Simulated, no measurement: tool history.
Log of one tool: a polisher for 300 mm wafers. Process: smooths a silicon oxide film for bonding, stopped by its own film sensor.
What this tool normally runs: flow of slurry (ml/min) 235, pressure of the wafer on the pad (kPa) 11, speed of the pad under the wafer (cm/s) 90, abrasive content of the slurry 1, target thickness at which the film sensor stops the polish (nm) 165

run,day,flow of slurry (ml/min),pressure of the wafer on the pad (kPa),speed of the pad under the wafer (cm/s),abrasive content of the slurry,target thickness at which the film sensor stops the polish (nm),"incoming thickness of the incoming film, nm",time until the film sensor stopped the polish (s)
1,0,235,11,90,1,165,196.6,70.1
# day 0.075: worn pad replaced by a new one
2,1.092,270,11,90,1.1,165,198,69.9
# day 3.292: worn pad replaced by a new one
3,3.492,270,11,90,1.1,165,198.5,71.4
4,4.042,270,11,90,1.1,165,200.4,74.3
# day 5.521: slurry nozzle cleaned
5,5.542,235,13.1,90,1,165,198.2,64.9
# day 6.067: worn pad replaced by a new one
6,6.188,235,13.1,90,1,165,200.9,71.5
7,7.529,295,11,90,1,165,200.4,75.4
# day 7.671: head pressure recalibrated
# day 8.371: slurry blender recalibrated
8,8.612,165,11,114,0.75,177,204.6,67
# day 8.812: worn pad replaced by a new one
9,10.033,235,9,90,1,165,199.1,104.6
# day 10.508: slurry blender recalibrated, repeated, since the last time left the tool worse
10,10.967,205,11,90,1.15,175,202,52.2
# day 11.588: worn pad replaced by a new one
11,11.9,275,8.3,58,1.25,165,199.7,109
12,12.654,235,11,102,1.15,153,196.8,78.8
13,13.654,235,11,102,1.15,153,196.9,78.1
# day 14.338: worn pad replaced by a new one
14,14.533,175,11,90,1,161,198.6,79.6

Predict each of these 3 candidate next runs independently; none follows another, all start after run 14:
A,14.55,235,8.3,90,1,165,200.4,?
B,14.55,235,15.2,90,0.9,165,200.4,?
C,14.55,185,11,90,0.9,165,200.4,?

run,time until the film sensor stopped the polish (s)
A,91.2
B,60.7
C,80.4
Without the tool's unlogged condition, the same runs would have read:
run,time until the film sensor stopped the polish (s)
A,86.7
B,57.6
C,76.2
